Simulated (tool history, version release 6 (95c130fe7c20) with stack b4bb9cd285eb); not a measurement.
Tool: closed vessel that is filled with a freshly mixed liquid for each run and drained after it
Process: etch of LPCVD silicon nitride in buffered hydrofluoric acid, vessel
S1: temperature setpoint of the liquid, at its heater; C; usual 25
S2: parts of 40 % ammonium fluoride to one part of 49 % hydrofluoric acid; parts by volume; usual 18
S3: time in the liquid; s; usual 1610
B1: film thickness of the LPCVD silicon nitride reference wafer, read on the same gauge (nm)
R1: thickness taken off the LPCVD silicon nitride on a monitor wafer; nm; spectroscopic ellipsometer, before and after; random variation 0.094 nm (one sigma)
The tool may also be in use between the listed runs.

run	hour	S1	S2	S3	B1	R1
1	0	25	18	1610	80	11.3
2	18.4	25	14.5	1275	80	10.86
3	50.1	25	14.5	1275	80.01	10.93
4	79.6	25	12.5	1610	80.02	16.06
5	93.3	25	12.5	1610	80.03	15.87
6	121.5	25	12.5	1610	79.97	15.5
7	170.9	25	18	1610	80	10.93
8	199.8	25	18	1610	80.01	10.98
# hour 231.9: thermometer replaced
9	232.4	25	18	1610	79.99	12.22
# hour 236.6: hydrofluoric acid flow meter replaced
10	263.4	25	18	1610	80.03	13.91
11	291.6	25	18	1610	80.01	13.66
12	307.4	25	13.5	1865	80	21.09
13	332.2	27.5	18	1310	80.01	12.82
14	360.8	25	18	1610	79.98	13.7
# hour 374.4: gauge calibrated
15	379.4	25	23	1610	80	11.2
16	414.4	25	18	1610	80.03	13.65
17	433.1	23	11	2010	80.01	24.56
18	456	25	18	1610	80.01	13.4
19	477.2	25	18	1610	80.02	13.48
20	497.6	25	18	1610	79.99	13.33
21	525.5	25	12	1610	79.98	19.77

Forecast run 22:
22	559.3	23	13	850	?	?

B1: 79.99
R1: 8.73 nm
Without the tool's hidden state the same run would have given R1 9.25 nm.
